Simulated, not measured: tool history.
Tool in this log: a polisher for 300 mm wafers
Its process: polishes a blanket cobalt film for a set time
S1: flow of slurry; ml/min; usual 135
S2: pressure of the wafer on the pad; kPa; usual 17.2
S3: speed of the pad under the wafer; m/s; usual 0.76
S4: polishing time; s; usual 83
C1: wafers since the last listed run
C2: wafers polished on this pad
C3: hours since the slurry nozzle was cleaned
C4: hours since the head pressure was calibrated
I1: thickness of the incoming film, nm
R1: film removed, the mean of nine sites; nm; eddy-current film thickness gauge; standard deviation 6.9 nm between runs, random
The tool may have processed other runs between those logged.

run	day	S1	S2	S3	S4	C1	C2	C3	C4	I1	R1
1	0	135	13.8	0.76	65	0	717	379.9	493.3	1449.4	278.3
2	0.846	135	13.8	0.76	65	195	912	400.2	513.6	1456.1	278
3	2.042	135	13.8	0.76	65	276	1189	428.9	542.3	1471.1	266.3
# day 2.683: worn pad replaced by a new one
4	3.104	135	17.2	0.76	83	206	96	454.4	567.8	1462.3	381.3
5	4.179	135	17.2	0.76	71	248	345	480.2	593.6	1466.3	336.4
# day 5.029: worn pad replaced by a new one, repeated, since the last time left the tool worse
6	6.8	135	17.2	0.76	83	566	408	543.1	656.5	1469.8	445.6
# day 7.638: slurry nozzle cleaned
7	7.658	135	17.2	0.76	83	188	597	0.5	677.1	1462.8	448.4
8	8.571	135	17.2	0.76	83	210	808	22.4	699	1426.8	454.7
9	9.462	135	14.5	0.54	94	205	1014	43.8	720.4	1479.2	337.7
10	10.346	135	11.7	0.76	83	204	1218	65	741.6	1462.3	298.2
# day 10.733: worn pad replaced by a new one
11	11.179	135	17.2	0.76	60	153	102	85	761.6	1454.6	332.2
# day 11.896: head pressure recalibrated
12	12.262	135	13.8	0.76	65	230	333	111	8.8	1474.9	291.9
13	13.583	135	13.8	0.88	66	305	639	142.7	40.5	1471	321.3
14	14.767	135	17.2	0.76	83	273	912	171.1	68.9	1434.7	446
15	15.888	150	19.3	0.54	72	258	1171	198	95.8	1449.1	333.8
16	16.821	155	17.2	0.76	83	215	1386	220.4	118.2	1465.6	444.6
# day 17.046: worn pad replaced by a new one
17	17.817	165	17.2	0.84	83	191	178	244.3	142.1	1460.9	510.4

5 options for the next run, each taken on its own from the tool as it stands now. Forecast them:
A	17.838	135	17.2	0.76	83	4	182	244.8	142.6	1442.4	?
B	17.838	135	17.2	0.54	83	4	182	244.8	142.6	1442.4	?
C	17.838	135	17.2	0.76	107	4	182	244.8	142.6	1442.4	?
D	17.838	105	20	0.66	69	4	182	244.8	142.6	1442.4	?
E	17.838	135	22.8	0.76	83	4	182	244.8	142.6	1442.4	?

run	R1
A	456.4
B	357.6
C	588.4
D	373.4
E	602.4
Without the tool's hidden state the same runs would have given:
run	R1
A	457.7
B	358.6
C	590.1
D	374.4
E	604.2

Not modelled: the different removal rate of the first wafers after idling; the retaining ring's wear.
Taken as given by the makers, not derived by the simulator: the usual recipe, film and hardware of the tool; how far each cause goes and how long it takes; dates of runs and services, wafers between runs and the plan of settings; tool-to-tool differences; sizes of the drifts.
